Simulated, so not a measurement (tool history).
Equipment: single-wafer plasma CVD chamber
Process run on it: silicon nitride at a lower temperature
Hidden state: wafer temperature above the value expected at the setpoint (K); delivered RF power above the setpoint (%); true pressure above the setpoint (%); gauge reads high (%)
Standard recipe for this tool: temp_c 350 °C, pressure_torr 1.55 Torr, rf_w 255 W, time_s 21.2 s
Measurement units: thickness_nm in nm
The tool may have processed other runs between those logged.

| run | hour | temp_c | pressure_torr | rf_w | time_s | wafers since the last listed run | hours since the last thermocouple change | hours since the last RF generator calibration | hours since the last manometer calibration | hours since the showerhead was replaced | hours since the gauge calibration | read-back reference wafer on the same gauge, thickness_nm | thickness_nm |
|---|---|---|---|---|---|---|---|---|---|---|---|---|---|
| 1 | 0 | 350 | 1.55 | 255 | 21.2 | 0 | 2127.4 | 1288.1 | 980.3 | 3289.6 | 530.4 | 17.714 | 21.003 |
| 2 | 99.3 | 350 | 1.55 | 255 | 21.2 | 2129 | 2226.7 | 1387.4 | 1079.6 | 3388.9 | 629.7 | 17.703 | 21.001 |
| 3 | 202.2 | 350 | 1.55 | 255 | 21.2 | 2206 | 2329.6 | 1490.3 | 1182.5 | 3491.8 | 732.6 | 17.701 | 20.989 |
| 4 | 245.1 | 350 | 1.55 | 255 | 21.2 | 919 | 2372.5 | 1533.2 | 1225.4 | 3534.7 | 775.5 | 17.698 | 20.975 |
| 5 | 284.6 | 350 | 1.55 | 255 | 21.2 | 847 | 2412 | 1572.7 | 1264.9 | 3574.2 | 815 | 17.718 | 20.905 |
| 6 | 366.9 | 350 | 1.55 | 255 | 21.2 | 1764 | 2494.3 | 1655 | 1347.2 | 3656.5 | 897.3 | 17.716 | 21 |
| 7 | 431.1 | 350 | 1.55 | 255 | 21.2 | 1376 | 2558.5 | 1719.2 | 1411.4 | 3720.7 | 961.5 | 17.704 | 20.918 |
|  | 470.4 | showerhead replaced |
| 8 | 486.3 | 340 | 1.55 | 255 | 25.2 | 1012 | 2613.7 | 1774.4 | 1466.6 | 15.9 | 1016.7 | 17.708 | 24.842 |
|  | 560.9 | thermocouple changed; heater temperature recalibrated |
| 9 | 573.2 | 342 | 1.55 | 205 | 25.4 | 1691 | 12.3 | 1861.3 | 1553.5 | 102.8 | 1103.6 | 17.688 | 20.416 |
| 10 | 623.5 | 361 | 1.32 | 300 | 23.9 | 1078 | 62.6 | 1911.6 | 1603.8 | 153.1 | 1153.9 | 17.709 | 25.66 |
|  | 689.9 | RF generator calibrated |
| 11 | 729 | 350 | 1.55 | 255 | 21.2 | 2090 | 168.1 | 39.1 | 1709.3 | 258.6 | 1259.4 | 17.704 | 21.16 |
|  | 765.8 | capacitance manometer re-zeroed and calibrated |
|  | 790.8 | gauge calibrated |
| 12 | 829.7 | 350 | 1.65 | 255 | 21.2 | 1987 | 268.8 | 139.8 | 63.9 | 359.3 | 38.9 | 17.707 | 21.473 |
| 13 | 899.5 | 350 | 1.55 | 255 | 21.2 | 1496 | 338.6 | 209.6 | 133.7 | 429.1 | 108.7 | 17.696 | 21.284 |

What does the tool deliver on the next run?
| 14 | 1193.3 | 350 | 1.32 | 240 | 25 | 6300 | 632.4 | 503.4 | 427.5 | 722.9 | 402.5 | ? | ? |

{"run 14": {"read-back reference wafer on the same gauge, thickness_nm": 17.699, "thickness_nm": 22.733}}
The same run, on a tool lacking any hidden state, would have yielded thickness_nm 22.873 nm.
